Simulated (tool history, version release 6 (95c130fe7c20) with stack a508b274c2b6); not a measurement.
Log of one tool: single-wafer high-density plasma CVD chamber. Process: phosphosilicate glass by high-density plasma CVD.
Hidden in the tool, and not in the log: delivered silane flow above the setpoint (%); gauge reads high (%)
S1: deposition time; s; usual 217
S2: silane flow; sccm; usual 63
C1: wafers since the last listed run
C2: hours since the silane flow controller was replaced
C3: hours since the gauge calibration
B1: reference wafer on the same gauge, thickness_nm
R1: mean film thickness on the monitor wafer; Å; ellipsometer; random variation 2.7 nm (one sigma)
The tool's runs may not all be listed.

run 1 hour=0 | S1=217 S2=55 | C1=0 C2=1727 C3=36.7 | B1=1541.769 | R1=12136.51
run 2 hour=24.4 | S1=217 S2=55 | C1=230 C2=1751.4 C3=61.1 | B1=1539.202 | R1=12187.84
run 3 hour=48.1 | S1=217 S2=55 | C1=223 C2=1775.1 C3=84.8 | B1=1540.244 | R1=12141.25
run 4 hour=83.6 | S1=217 S2=63 | C1=335 C2=1810.6 C3=120.3 | B1=1541.613 | R1=13816.44
run 5 hour=99.3 | S1=217 S2=63 | C1=148 C2=1826.3 C3=136 | B1=1540.029 | R1=13841.67
run 6 hour=115.6 | S1=217 S2=63 | C1=154 C2=1842.6 C3=152.3 | B1=1539.803 | R1=13820.71
run 7 hour=142 | S1=217 S2=63 | C1=249 C2=1869 C3=178.7 | B1=1540.562 | R1=13837.19
run 8 hour=175.5 | S1=217 S2=63 | C1=316 C2=1902.5 C3=212.2 | B1=1539.383 | R1=13833.45
run 9 hour=198.4 | S1=187 S2=72 | C1=216 C2=1925.4 C3=235.1 | B1=1539.955 | R1=13553.02
run 10 hour=212.6 | S1=194 S2=59 | C1=134 C2=1939.6 C3=249.3 | B1=1539.243 | R1=11663.71
run 11 hour=225 | S1=200 S2=63 | C1=117 C2=1952 C3=261.7 | B1=1538.665 | R1=12818.08
-- hour=244.9 gauge calibrated
run 12 hour=260.8 | S1=180 S2=51 | C1=338 C2=1987.8 C3=15.9 | B1=1539.466 | R1=9498.67
-- hour=298.3 silane flow controller replaced
run 13 hour=298.8 | S1=189 S2=53 | C1=283 C2=0.5 C3=53.9 | B1=1539.976 | R1=9815.43
run 14 hour=318.2 | S1=201 S2=51 | C1=183 C2=19.9 C3=73.3 | B1=1539.985 | R1=10065.23
run 15 hour=331.5 | S1=217 S2=63 | C1=125 C2=33.2 C3=86.6 | B1=1539.671 | R1=13236.58
run 16 hour=349 | S1=248 S2=63 | C1=165 C2=50.7 C3=104.1 | B1=1539.517 | R1=15100.26
run 17 hour=368.7 | S1=187 S2=72 | C1=186 C2=70.4 C3=123.8 | B1=1537.69 | R1=12908.48
run 18 hour=401.8 | S1=175 S2=57 | C1=312 C2=103.5 C3=156.9 | B1=1540.114 | R1=9682.13

Forecast each of these 4 alternatives for the next run:
run A hour=402.3 | S1=186 S2=63 | C1=4 C2=104 C3=157.4 | B1=? | R1=?
run B hour=402.3 | S1=248 S2=56 | C1=4 C2=104 C3=157.4 | B1=? | R1=?
run C hour=402.3 | S1=245 S2=51 | C1=4 C2=104 C3=157.4 | B1=? | R1=?
run D hour=402.3 | S1=251 S2=58 | C1=4 C2=104 C3=157.4 | B1=? | R1=?

run=A B1=1540.996 R1=11335.73
run=B B1=1540.996 R1=13546.12
run=C B1=1540.996 R1=12275.67
run=D B1=1540.996 R1=14163.46
Without the tool's hidden state the same runs would have given:
run=A R1=11334
run=B R1=13544.05
run=C R1=12273.8
run=D R1=14161.3
